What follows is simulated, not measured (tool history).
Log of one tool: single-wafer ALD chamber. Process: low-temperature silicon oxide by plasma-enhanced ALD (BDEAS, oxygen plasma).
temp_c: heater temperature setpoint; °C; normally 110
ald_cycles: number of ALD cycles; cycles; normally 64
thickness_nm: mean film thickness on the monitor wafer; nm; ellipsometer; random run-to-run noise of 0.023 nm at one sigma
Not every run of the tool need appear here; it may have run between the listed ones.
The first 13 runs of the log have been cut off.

run	day	temp_c	ald_cycles	wafers since the last listed run	hours since the last thermocouple change	hours since the gauge calibration	read-back reference wafer on the same gauge, thickness_nm	thickness_nm
14	44.521	110	64	688	1148.5	658.3	10.524	9.184
15	46.117	110	64	252	1186.8	696.6	10.53	9.214
# day 48.233: thermocouple changed; heater temperature recalibrated
16	48.254	110	64	284	0.5	747.9	10.524	9.359
17	51.108	99	64	450	69	816.4	10.524	9.547
18	54.579	119	64	548	152.3	899.7	10.515	9.117
19	57.596	119	64	476	224.7	972.1	10.511	9.125
20	60.742	110	64	496	300.2	1047.6	10.525	9.262
21	63	110	60	356	354.4	1101.8	10.51	8.719
22	65.521	110	67	398	414.9	1162.3	10.522	9.73
23	69.604	110	64	644	512.9	1260.3	10.52	9.31
24	73.512	97	56	617	606.7	1354.1	10.513	8.386
25	76.475	95	72	467	677.8	1425.2	10.529	10.818
26	78.975	110	64	394	737.8	1485.2	10.52	9.281
27	82.646	110	70	579	825.9	1573.3	10.509	10.11
28	85.112	110	64	389	885.1	1632.5	10.525	9.231

For run 29, what comes out?
# day 88.067: thermocouple changed; heater temperature recalibrated
29	88.096	110	64	418	0.7	1704.1	?	?

read-back reference wafer on the same gauge, thickness_nm: 10.521
thickness_nm: 9.323 nm
On a tool with no hidden condition, and with the same random variation, this run would have come out at thickness_nm 9.342 nm.

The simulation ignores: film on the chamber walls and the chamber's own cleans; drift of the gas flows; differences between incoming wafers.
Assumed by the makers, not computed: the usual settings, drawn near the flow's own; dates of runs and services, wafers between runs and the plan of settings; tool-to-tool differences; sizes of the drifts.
